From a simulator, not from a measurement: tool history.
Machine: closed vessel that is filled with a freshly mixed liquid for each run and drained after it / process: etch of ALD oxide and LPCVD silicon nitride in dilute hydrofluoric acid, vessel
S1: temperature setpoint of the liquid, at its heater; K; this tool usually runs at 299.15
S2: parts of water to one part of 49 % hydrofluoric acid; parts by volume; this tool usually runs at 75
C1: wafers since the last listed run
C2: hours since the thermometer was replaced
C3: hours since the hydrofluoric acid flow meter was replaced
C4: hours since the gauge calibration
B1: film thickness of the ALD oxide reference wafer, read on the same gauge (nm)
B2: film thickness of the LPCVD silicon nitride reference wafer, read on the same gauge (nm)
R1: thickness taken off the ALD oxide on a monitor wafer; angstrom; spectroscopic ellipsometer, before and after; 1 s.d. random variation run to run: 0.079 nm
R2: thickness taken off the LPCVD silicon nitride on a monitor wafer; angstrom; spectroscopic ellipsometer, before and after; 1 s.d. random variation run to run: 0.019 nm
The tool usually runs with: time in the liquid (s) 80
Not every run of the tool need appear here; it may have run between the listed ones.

Run 1, hour 0.0: usual settings but time in the liquid (s) 95; C1 0; C2 1184.6; C3 1417.7; C4 567.3; B1 30.02; B2 79.994. Result: R1 218.0 angstrom, R2 6.83 angstrom.
Run 2, hour 15.5: usual settings but time in the liquid (s) 95; C1 1227; C2 1200.1; C3 1433.2; C4 582.8; B1 30.00; B2 79.993. Result: R1 218.1 angstrom, R2 6.14 angstrom.
Run 3, hour 27.7: usual settings but time in the liquid (s) 50; C1 965; C2 1212.3; C3 1445.4; C4 595.0; B1 29.99; B2 80.036. Result: R1 114.4 angstrom, R2 3.71 angstrom.
Run 4, hour 40.3: usual settings but S1 300.15 K; C1 997; C2 1224.9; C3 1458.0; C4 607.6; B1 30.01; B2 80.020. Result: R1 191.7 angstrom, R2 5.62 angstrom.
Run 5, hour 51.0: usual settings; C1 847; C2 1235.6; C3 1468.7; C4 618.3; B1 29.99; B2 79.975. Result: R1 184.4 angstrom, R2 5.28 angstrom.
Run 6, hour 68.3: usual settings; C1 1369; C2 1252.9; C3 1486.0; C4 635.6; B1 29.97; B2 79.973. Result: R1 183.4 angstrom, R2 5.40 angstrom.
At hour 72.6: gauge calibrated.
Run 7, hour 82.5: usual settings; C1 1124; C2 1267.1; C3 1500.2; C4 9.9; B1 30.00; B2 79.991. Result: R1 185.7 angstrom, R2 5.45 angstrom.
Run 8, hour 88.7: usual settings; C1 490; C2 1273.3; C3 1506.4; C4 16.1; B1 29.98; B2 80.036. Result: R1 183.8 angstrom, R2 5.41 angstrom.
Run 9, hour 104.3: usual settings but S1 302.65 K, time in the liquid (s) 40; C1 1235; C2 1288.9; C3 1522.0; C4 31.7; B1 29.98; B2 80.007. Result: R1 106.4 angstrom, R2 3.53 angstrom.
Run 10, hour 121.1: usual settings but S1 300.65 K, S2 45 parts by volume; C1 1330; C2 1305.7; C3 1538.8; C4 48.5; B1 30.01; B2 80.010. Result: R1 345.2 angstrom, R2 9.90 angstrom.
Run 11, hour 129.8: usual settings but time in the liquid (s) 105; C1 688; C2 1314.4; C3 1547.5; C4 57.2; B1 30.02; B2 80.019. Result: R1 244.5 angstrom, R2 7.70 angstrom.
Run 12, hour 136.0: usual settings but S2 60 parts by volume, time in the liquid (s) 60; C1 490; C2 1320.6; C3 1553.7; C4 63.4; B1 29.98; B2 79.990. Result: R1 176.8 angstrom, R2 4.89 angstrom.
Run 13, hour 147.3: usual settings but S1 300.65 K, S2 45 parts by volume; C1 894; C2 1331.9; C3 1565.0; C4 74.7; B1 30.00; B2 79.987. Result: R1 338.2 angstrom, R2 10.35 angstrom.
Run 14, hour 155.2: usual settings but S1 297.15 K; C1 625; C2 1339.8; C3 1572.9; C4 82.6; B1 29.99; B2 80.001. Result: R1 171.7 angstrom, R2 5.25 angstrom.
Run 15, hour 173.0: usual settings but S1 295.65 K, S2 50 parts by volume, time in the liquid (s) 95; C1 1409; C2 1357.6; C3 1590.7; C4 100.4; B1 30.01; B2 80.002. Result: R1 295.6 angstrom, R2 8.20 angstrom.
At hour 180.4: thermometer replaced.
Run 16, hour 189.3: usual settings; C1 1211; C2 8.9; C3 1607.0; C4 116.7; B1 30.02; B2 80.009. Result: R1 187.3 angstrom, R2 5.59 angstrom.
At hour 207.4: hydrofluoric acid flow meter replaced.
Run 17, hour 207.9: usual settings but S1 301.65 K, S2 45 parts by volume, time in the liquid (s) 35; C1 1393; C2 27.5; C3 0.5; C4 135.3; B1 30.01; B2 80.009. Result: R1 137.9 angstrom, R2 4.09 angstrom.
Run 18, hour 223.3: usual settings but S1 297.65 K, S2 90 parts by volume; C1 1219; C2 42.9; C3 15.9; C4 150.7; B1 30.04; B2 79.987. Result: R1 127.2 angstrom, R2 3.75 angstrom.
Run 19, hour 237.2: usual settings but S1 300.65 K, S2 35 parts by volume; C1 1100; C2 56.8; C3 29.8; C4 164.6; B1 30.00; B2 80.003. Result: R1 396.1 angstrom, R2 11.53 angstrom.
Run 20, hour 245.4: usual settings; C1 649; C2 65.0; C3 38.0; C4 172.8; B1 30.04; B2 79.999. Result: R1 163.6 angstrom, R2 4.77 angstrom.
Run 21, hour 256.0: usual settings but S1 300.65 K, time in the liquid (s) 60; C1 839; C2 75.6; C3 48.6; C4 183.4; B1 30.03; B2 79.983. Result: R1 129.3 angstrom, R2 4.05 angstrom.
Run 22, hour 268.0: usual settings but time in the liquid (s) 125; C1 950; C2 87.6; C3 60.6; C4 195.4; B1 29.99; B2 79.987. Result: R1 254.8 angstrom, R2 7.69 angstrom.
Run 23, hour 274.3: usual settings but time in the liquid (s) 30; C1 498; C2 93.9; C3 66.9; C4 201.7; B1 29.99; B2 80.020. Result: R1 62.1 angstrom, R2 1.88 angstrom.
Run 24, hour 291.8: usual settings but S1 297.15 K; C1 1385; C2 111.4; C3 84.4; C4 219.2; B1 29.98; B2 80.016. Result: R1 152.2 angstrom, R2 4.17 angstrom.
Run 25, hour 337.8: usual settings but S1 301.65 K, S2 100 parts by volume, time in the liquid (s) 120; C1 3641; C2 157.4; C3 130.4; C4 265.2; B1 30.02; B2 80.012. Result: R1 198.9 angstrom, R2 6.27 angstrom.
Run 26, hour 354.2: usual settings but time in the liquid (s) 40; C1 1298; C2 173.8; C3 146.8; C4 281.6; B1 29.98; B2 80.020. Result: R1 83.3 angstrom, R2 2.62 angstrom.
Run 27, hour 397.8: usual settings but time in the liquid (s) 40; C1 3451; C2 217.4; C3 190.4; C4 325.2; B1 30.00; B2 79.997. Result: R1 82.6 angstrom, R2 2.49 angstrom.

What if the next run were any one of these 3? Each begins from the tool's condition after run 27:
Run A, hour 398.5: usual settings; C1 55; C2 218.1; C3 191.1; C4 325.9; B1 ?; B2 ?. Result: R1 ?, R2 ?.
Run B, hour 398.5: usual settings but S2 105 parts by volume; C1 55; C2 218.1; C3 191.1; C4 325.9; B1 ?; B2 ?. Result: R1 ?, R2 ?.
Run C, hour 398.5: usual settings but S1 296.65 K, time in the liquid (s) 45; C1 55; C2 218.1; C3 191.1; C4 325.9; B1 ?; B2 ?. Result: R1 ?, R2 ?.

run     B1      B2     R1    R2
  A  30.03  80.002  165.7  4.99
  B  30.03  80.002  113.9  3.57
  C  30.03  80.002   84.3  2.38
What these runs would have given with no unlogged condition in the tool:
run     R1    R2
  A  161.0  4.86
  B  110.6  3.48
  C   81.9  2.32
